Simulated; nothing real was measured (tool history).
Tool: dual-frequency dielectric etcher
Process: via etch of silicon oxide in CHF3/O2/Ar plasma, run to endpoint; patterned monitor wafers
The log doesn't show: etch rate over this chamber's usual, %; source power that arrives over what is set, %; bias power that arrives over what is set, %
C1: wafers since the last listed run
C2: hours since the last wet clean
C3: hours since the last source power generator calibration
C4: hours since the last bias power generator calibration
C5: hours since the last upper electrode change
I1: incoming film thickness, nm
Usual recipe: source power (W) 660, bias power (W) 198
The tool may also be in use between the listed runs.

Run 1, hour 0.0: usual settings; C1 0; C2 322.6; C3 2072.9; C4 2927.8; C5 5618.2; I1 658.1. Result: endpoint time (s) 330.8.
Run 2, hour 15.8: usual settings; C1 84; C2 338.4; C3 2088.7; C4 2943.6; C5 5634.0; I1 664.4. Result: endpoint time (s) 333.4.
Run 3, hour 32.0: usual settings; C1 86; C2 354.6; C3 2104.9; C4 2959.8; C5 5650.2; I1 664.0. Result: endpoint time (s) 333.3.
Run 4, hour 38.3: usual settings; C1 33; C2 360.9; C3 2111.2; C4 2966.1; C5 5656.5; I1 664.6. Result: endpoint time (s) 333.3.
At hour 46.5: source power generator calibrated.
Run 5, hour 55.7: usual settings; C1 71; C2 378.3; C3 9.2; C4 2983.5; C5 5673.9; I1 662.5. Result: endpoint time (s) 333.6.
At hour 84.5: wet clean of the chamber.
At hour 84.7: bias power generator calibrated.
Run 6, hour 85.2: usual settings; C1 28; C2 0.7; C3 38.7; C4 0.5; C5 5703.4; I1 665.3. Result: endpoint time (s) 325.9.
Run 7, hour 85.6: usual settings; C1 1; C2 1.1; C3 39.1; C4 0.9; C5 5703.8; I1 664.4. Result: endpoint time (s) 323.4.
Run 8, hour 86.0: usual settings but source power (W) 500, bias power (W) 180; C1 0; C2 1.5; C3 39.5; C4 1.3; C5 5704.2; I1 666.4. Result: endpoint time (s) 366.3.

Expected results for the next run?
At hour 109.4: upper electrode replaced, of another model than before.
Run 9, hour 109.9: usual settings; C1 2; C2 25.4; C3 63.4; C4 25.2; C5 0.5; I1 667.2. Result: endpoint time (s) ?.

{"run 9": {"endpoint time (s)": 326.3}}
Had the tool carried no hidden state, the very same run would have given endpoint time (s) 323.5.
